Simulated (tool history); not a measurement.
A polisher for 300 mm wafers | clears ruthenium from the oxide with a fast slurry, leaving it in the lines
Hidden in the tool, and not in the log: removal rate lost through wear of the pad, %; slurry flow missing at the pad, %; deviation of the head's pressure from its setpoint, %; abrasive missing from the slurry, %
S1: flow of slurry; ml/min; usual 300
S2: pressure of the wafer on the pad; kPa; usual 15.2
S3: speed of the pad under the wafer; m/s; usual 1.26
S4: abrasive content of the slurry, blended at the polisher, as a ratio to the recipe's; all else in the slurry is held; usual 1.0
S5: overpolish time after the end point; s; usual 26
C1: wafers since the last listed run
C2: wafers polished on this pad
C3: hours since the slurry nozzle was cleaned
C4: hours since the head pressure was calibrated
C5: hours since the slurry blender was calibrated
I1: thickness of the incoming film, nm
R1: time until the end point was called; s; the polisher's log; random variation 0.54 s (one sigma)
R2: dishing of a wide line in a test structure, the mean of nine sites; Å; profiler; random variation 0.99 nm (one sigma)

run   hour   S1    S2    S3   S4  S5   C1   C2     C3      C4     C5     I1    R1   R2
  1    0.0  300  15.2  1.26  1.0  26    0  584  204.1  1227.1  356.6  284.7  78.7  635
  2   10.1  300  15.2  1.26  1.0  26   90  674  214.2  1237.2  366.7  279.9  78.6  622
      14.7  -- worn pad replaced by a new one
  3   27.0  300  15.2  1.26  1.0  26  115  109  231.1  1254.1  383.6  277.3  74.1  645
  4   44.8  300  15.2  1.26  1.0  26  158  268  248.9  1271.9  401.4  279.2  77.2  632
  5   53.4  300  15.2  1.26  1.2  26   76  345  257.5  1280.5  410.0  278.4  71.8  657
  6   67.1  300  15.2  1.26  1.0  26  122  467  271.2  1294.2  423.7  273.9  76.6  638
  7   84.8  300  15.2  1.26  1.0  26  157  625  288.9  1311.9  441.4  274.2  77.6  622
      95.5  -- slurry nozzle cleaned
      98.5  -- worn pad replaced by a new one
  8  102.4  300  15.2  1.26  0.8  26  121   34    6.9  1329.5  459.0  282.8  81.6  616
  9  113.5  300  12.4  1.26  0.9  26   98  133   18.0  1340.6  470.1  280.8  94.3  569

Forecast run 10:
 10  121.1  300  15.2  1.42  1.0  26  67  201  25.6  1348.2  477.7  282.1   ?   ?

Run 10 gave R1 68.9 s, R2 687 Å.
Without the tool's hidden state the same run would have given R1 55.6 s, R2 786 Å.

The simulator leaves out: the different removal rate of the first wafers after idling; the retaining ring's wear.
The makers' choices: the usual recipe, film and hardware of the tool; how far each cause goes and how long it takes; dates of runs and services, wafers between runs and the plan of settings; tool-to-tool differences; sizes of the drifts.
